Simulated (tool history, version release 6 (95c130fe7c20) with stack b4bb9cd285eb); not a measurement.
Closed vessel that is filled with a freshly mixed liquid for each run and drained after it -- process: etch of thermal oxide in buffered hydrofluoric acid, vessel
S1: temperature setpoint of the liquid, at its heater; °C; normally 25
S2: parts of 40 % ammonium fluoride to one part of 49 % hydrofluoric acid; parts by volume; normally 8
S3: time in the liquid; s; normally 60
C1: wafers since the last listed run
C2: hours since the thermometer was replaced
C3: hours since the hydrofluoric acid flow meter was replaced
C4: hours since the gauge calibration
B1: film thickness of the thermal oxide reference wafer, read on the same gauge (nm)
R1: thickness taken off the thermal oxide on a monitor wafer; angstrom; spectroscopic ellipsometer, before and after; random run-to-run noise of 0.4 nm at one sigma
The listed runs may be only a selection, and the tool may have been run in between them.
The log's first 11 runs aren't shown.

run    hour    S1   S2  S3     C1      C2      C3      C4     B1      R1
 12   729.3  22.5    7  60   5096   462.6   101.7  2547.2  40.01   842.1
 13   995.5    25    8  60  35144   728.8   367.9  2813.4     40   840.7
     1024.1  -- gauge calibrated
 14    1046    25    8  35   6667   779.3   418.4    21.9  39.99   492.5
 15  1129.6    22    8  60  11037   862.9     502   105.5  39.99   723.5
 16  1187.6    25  9.5  75   7657   920.9     560   163.5  40.02   895.4
 17  1240.6    23    7  60   6997   973.9     613   216.5  40.01   872.8
 18  1306.4    25    8  60   8687  1039.7   678.8   282.3     40   848.5
 19  1378.8  22.5    8  60   9558  1112.1   751.2   354.7  39.99   732.9
 20  1447.2    25    7  70   9030  1180.5   819.6   423.1  39.98  1136.4
 21  1495.7    25    8  60   6403    1229   868.1   471.6     40   845.1
 22    1585    28    8  60  11789  1318.3   957.4   560.9  40.01     987
 23  1646.8  29.5    8  30   8159  1380.1  1019.2   622.7     40   541.8
     1725.9  -- thermometer replaced
 24    1735    25    8  60  11512     9.1  1107.4   710.9     40   844.6
 25  1787.3  26.5    8  50   6904    61.4  1159.7   763.2  40.01   760.9
 26  1828.4    25  6.5  60   5426   102.5  1200.8   804.3     40  1037.9
 27  1900.8    20    8  85   9558   174.9  1273.2   876.7     40   906.8
       1974  -- hydrofluoric acid flow meter replaced
 28  2005.8    25    5  30  13730   279.9    31.8   981.7  40.02     649
 29  2073.6    25    8  60   8951   347.7    99.6  1049.5     40   852.6
 30  2179.1    22  5.5  60  13928   453.2   205.1    1155  39.99  1018.4
 31  2282.6    22    9  30  13664   556.7   308.6  1258.5  39.99   315.9
 32  2358.7    25    8  60  10046   632.8   384.7  1334.6     40   845.3
 33    2424    25    8  60   8621   698.1     450  1399.9  39.99     848
 34  2489.7    29    8  45   8673   763.8   515.7  1465.6  40.02   788.5

Below are 3 alternative next runs, each starting from the tool's condition after run 34. Predict each:
  A  2490.4    25   6  60  92  764.5  516.4  1466.3   ?   ?
  B  2490.4  26.5   5  35  92  764.5  516.4  1466.3   ?   ?
  C  2490.4  20.5  11  75  92  764.5  516.4  1466.3   ?   ?

run     B1      R1
  A  40.01  1105.3
  B  40.01   815.4
  C  40.01   613.5
Had the tool no hidden state, the same runs would have come out as:
run      R1
  A  1105.3
  B   815.4
  C   613.5
